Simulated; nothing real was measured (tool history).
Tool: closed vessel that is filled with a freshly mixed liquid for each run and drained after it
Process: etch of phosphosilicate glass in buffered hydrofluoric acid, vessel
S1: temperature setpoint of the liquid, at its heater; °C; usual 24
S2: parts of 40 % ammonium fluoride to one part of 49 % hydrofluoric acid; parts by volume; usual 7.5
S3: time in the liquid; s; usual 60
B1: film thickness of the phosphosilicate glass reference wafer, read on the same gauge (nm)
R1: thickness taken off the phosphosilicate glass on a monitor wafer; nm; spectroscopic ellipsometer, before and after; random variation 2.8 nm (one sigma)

run     day    S1   S2  S3      B1      R1
  1       0    24    9  35   99.99  235.19
  2   0.488    24  7.5  60   99.97   484.7
  3   0.912    24  7.5  60  100.02  487.56
  4   1.567    24  7.5  60   99.99  490.56
  5   1.883    24  7.5  60     100  488.35
  6   2.529    24  7.5  60     100     493
  7    2.85    24  9.5  60   99.98  382.19
  8   3.175    24  9.5  60  100.05  377.49
  9   3.871    26  7.5  60   99.98  545.55
      4.267  -- thermometer replaced
 10   4.508    24  7.5  60  100.01  577.55
 11   4.817    21    9  30   99.95  200.25
 12   5.408    24   10  60  100.01  429.65
 13   5.962    24  7.5  60   99.97  576.93
 14   6.683  25.5    9  85     100  718.43
      6.875  -- gauge calibrated
 15   7.108    24  7.5  60   99.99  572.12
 16   8.471    20    9  85  100.03  533.43
      9.062  -- hydrofluoric acid flow meter replaced
 17   9.142  28.5    9  80     100  765.01
 18     9.6    19   10  30   99.99  158.14
 19  10.279  20.5  8.5  60   99.97   393.5
 20  10.942  20.5    6  40   99.95  369.99
 21  11.679    20    5  60   99.95  629.23

3 ways to go on from here, each from the tool as it stands after run 21. What would each give?
  A  11.708    24  7.5  70   ?   ?
  B  11.708    20  8.5  60   ?   ?
  C  11.708  20.5  7.5  60   ?   ?

run      B1      R1
  A  100.01  638.42
  B  100.01  383.04
  C  100.01  451.06
Without the tool's hidden state the same runs would have given:
run      R1
  A  636.17
  B  381.83
  C  449.65
